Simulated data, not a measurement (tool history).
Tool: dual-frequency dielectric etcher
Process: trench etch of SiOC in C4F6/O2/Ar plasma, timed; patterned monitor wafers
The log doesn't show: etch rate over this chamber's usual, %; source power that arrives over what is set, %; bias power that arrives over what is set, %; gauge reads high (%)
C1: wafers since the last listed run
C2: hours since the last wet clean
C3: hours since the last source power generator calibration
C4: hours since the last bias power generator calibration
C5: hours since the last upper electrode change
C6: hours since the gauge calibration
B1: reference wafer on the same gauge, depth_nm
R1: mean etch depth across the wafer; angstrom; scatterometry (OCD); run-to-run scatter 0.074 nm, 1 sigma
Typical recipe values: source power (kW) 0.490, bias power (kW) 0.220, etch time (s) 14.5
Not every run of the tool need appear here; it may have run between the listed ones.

Run 1, hour 0.0: usual settings but source power (kW) 0.550; C1 0; C2 258.3; C3 3571.8; C4 739.5; C5 1932.7; C6 1903.8; B1 39.61. Result: R1 373.1 angstrom.
Run 2, hour 26.8: usual settings but source power (kW) 0.550; C1 545; C2 285.1; C3 3598.6; C4 766.3; C5 1959.5; C6 1930.6; B1 39.61. Result: R1 372.2 angstrom.
Run 3, hour 86.7: usual settings but source power (kW) 0.550; C1 1219; C2 345.0; C3 3658.5; C4 826.2; C5 2019.4; C6 1990.5; B1 39.59. Result: R1 372.5 angstrom.
At hour 148.7: wet clean of the chamber.
Run 4, hour 154.0: usual settings; C1 881; C2 5.3; C3 3725.8; C4 893.5; C5 2086.7; C6 2057.8; B1 39.60. Result: R1 361.8 angstrom.
Run 5, hour 187.7: usual settings; C1 686; C2 39.0; C3 3759.5; C4 927.2; C5 2120.4; C6 2091.5; B1 39.61. Result: R1 362.0 angstrom.
Run 6, hour 247.8: usual settings but bias power (kW) 0.249; C1 1223; C2 99.1; C3 3819.6; C4 987.3; C5 2180.5; C6 2151.6; B1 39.61. Result: R1 373.9 angstrom.
Run 7, hour 295.0: usual settings but etch time (s) 17.5; C1 960; C2 146.3; C3 3866.8; C4 1034.5; C5 2227.7; C6 2198.8; B1 39.60. Result: R1 437.7 angstrom.
Run 8, hour 335.7: usual settings but etch time (s) 17.5; C1 828; C2 187.0; C3 3907.5; C4 1075.2; C5 2268.4; C6 2239.5; B1 39.60. Result: R1 434.8 angstrom.
Run 9, hour 386.8: usual settings but source power (kW) 0.570, etch time (s) 17.0; C1 1040; C2 238.1; C3 3958.6; C4 1126.3; C5 2319.5; C6 2290.6; B1 39.60. Result: R1 442.5 angstrom.
Run 10, hour 436.3: usual settings but source power (kW) 0.560, etch time (s) 15.5; C1 1007; C2 287.6; C3 4008.1; C4 1175.8; C5 2369.0; C6 2340.1; B1 39.60. Result: R1 400.1 angstrom.
At hour 459.3: gauge calibrated.
At hour 474.6: upper electrode replaced.
Run 11, hour 475.9: usual settings but source power (kW) 0.560, etch time (s) 15.5; C1 317; C2 327.2; C3 4047.7; C4 1215.4; C5 1.3; C6 16.6; B1 39.60. Result: R1 399.4 angstrom.
Run 12, hour 544.4: usual settings but source power (kW) 0.580; C1 1394; C2 395.7; C3 4116.2; C4 1283.9; C5 69.8; C6 85.1; B1 39.61. Result: R1 378.9 angstrom.
Run 13, hour 573.5: usual settings but source power (kW) 0.580; C1 592; C2 424.8; C3 4145.3; C4 1313.0; C5 98.9; C6 114.2; B1 39.60. Result: R1 377.1 angstrom.
At hour 599.2: wet clean of the chamber.
At hour 741.3: bias power generator calibrated.
Run 14, hour 770.7: usual settings; C1 3444; C2 171.5; C3 4342.5; C4 29.4; C5 296.1; C6 311.4; B1 39.62. Result: R1 358.4 angstrom.
Run 15, hour 811.8: usual settings; C1 836; C2 212.6; C3 4383.6; C4 70.5; C5 337.2; C6 352.5; B1 39.59. Result: R1 358.1 angstrom.
Run 16, hour 865.2: usual settings but source power (kW) 0.570, bias power (kW) 0.181, etch time (s) 11.0; C1 1087; C2 266.0; C3 4437.0; C4 123.9; C5 390.6; C6 405.9; B1 39.60. Result: R1 269.4 angstrom.
Run 17, hour 922.1: usual settings but bias power (kW) 0.181; C1 1158; C2 322.9; C3 4493.9; C4 180.8; C5 447.5; C6 462.8; B1 39.61. Result: R1 341.1 angstrom.
Run 18, hour 962.1: usual settings but bias power (kW) 0.261; C1 814; C2 362.9; C3 4533.9; C4 220.8; C5 487.5; C6 502.8; B1 39.60. Result: R1 377.0 angstrom.
At hour 999.5: wet clean of the chamber.
Run 19, hour 1027.7: usual settings; C1 846; C2 28.2; C3 4599.5; C4 286.4; C5 553.1; C6 568.4; B1 39.61. Result: R1 360.1 angstrom.
Run 20, hour 1053.8: usual settings; C1 531; C2 54.3; C3 4625.6; C4 312.5; C5 579.2; C6 594.5; B1 39.62. Result: R1 361.4 angstrom.
Run 21, hour 1120.0: usual settings but source power (kW) 0.570; C1 1347; C2 120.5; C3 4691.8; C4 378.7; C5 645.4; C6 660.7; B1 39.59. Result: R1 373.3 angstrom.
Run 22, hour 1191.1: usual settings but source power (kW) 0.430, bias power (kW) 0.238, etch time (s) 11.0; C1 1447; C2 191.6; C3 4762.9; C4 449.8; C5 716.5; C6 731.8; B1 39.60. Result: R1 271.3 angstrom.
Run 23, hour 1260.2: usual settings but source power (kW) 0.560, bias power (kW) 0.265, etch time (s) 11.0; C1 1406; C2 260.7; C3 4832.0; C4 518.9; C5 785.6; C6 800.9; B1 39.61. Result: R1 298.3 angstrom.
Run 24, hour 1306.6: usual settings; C1 944; C2 307.1; C3 4878.4; C4 565.3; C5 832.0; C6 847.3; B1 39.59. Result: R1 361.0 angstrom.
At hour 1325.1: source power generator calibrated.
Run 25, hour 1333.1: usual settings; C1 458; C2 333.6; C3 8.0; C4 591.8; C5 858.5; C6 873.8; B1 39.59. Result: R1 361.0 angstrom.
Run 26, hour 1362.9: usual settings but source power (kW) 0.430, etch time (s) 15.5; C1 606; C2 363.4; C3 37.8; C4 621.6; C5 888.3; C6 903.6; B1 39.60. Result: R1 375.3 angstrom.
Run 27, hour 1408.8: usual settings but source power (kW) 0.570; C1 934; C2 409.3; C3 83.7; C4 667.5; C5 934.2; C6 949.5; B1 39.59. Result: R1 374.7 angstrom.
At hour 1444.6: wet clean of the chamber.
Run 28, hour 1470.0: usual settings but source power (kW) 0.550, bias power (kW) 0.198, etch time (s) 12.5; C1 757; C2 25.4; C3 144.9; C4 728.7; C5 995.4; C6 1010.7; B1 39.61. Result: R1 313.2 angstrom.
Run 29, hour 1528.3: usual settings but bias power (kW) 0.182, etch time (s) 16.0; C1 1186; C2 83.7; C3 203.2; C4 787.0; C5 1053.7; C6 1069.0; B1 39.59. Result: R1 380.0 angstrom.
Run 30, hour 1689.7: usual settings but source power (kW) 0.530, bias power (kW) 0.235, etch time (s) 11.0; C1 3285; C2 245.1; C3 364.6; C4 948.4; C5 1215.1; C6 1230.4; B1 39.61. Result: R1 284.5 angstrom.
Run 31, hour 1716.6: usual settings but source power (kW) 0.430, bias power (kW) 0.242, etch time (s) 12.5; C1 547; C2 272.0; C3 391.5; C4 975.3; C5 1242.0; C6 1257.3; B1 39.60. Result: R1 311.9 angstrom.

Measured less the same run without the tool's hidden state. The same run-to-run variation is in both; the gauge's scatter may not be:
run    R1
  1  +3.8
  2  +3.8
  3  +4.0
  4  +4.0
  5  +4.1
  6  +4.4
  7  +5.1
  8  +5.1
  9  +5.3
 10  +4.8
 11  +4.9
 12  +4.7
 13  +4.7
 14  +0.5
 15  +0.9
 16  +0.9
 17  +1.6
 18  +2.1
 19  +2.4
 20  +2.4
 21  +2.8
 22  +2.4
 23  +2.8
 24  +3.5
 25  +3.6
 26  +3.9
 27  +3.9
 28  +3.4
 29  +4.1
 30  +3.5
 31  +3.9
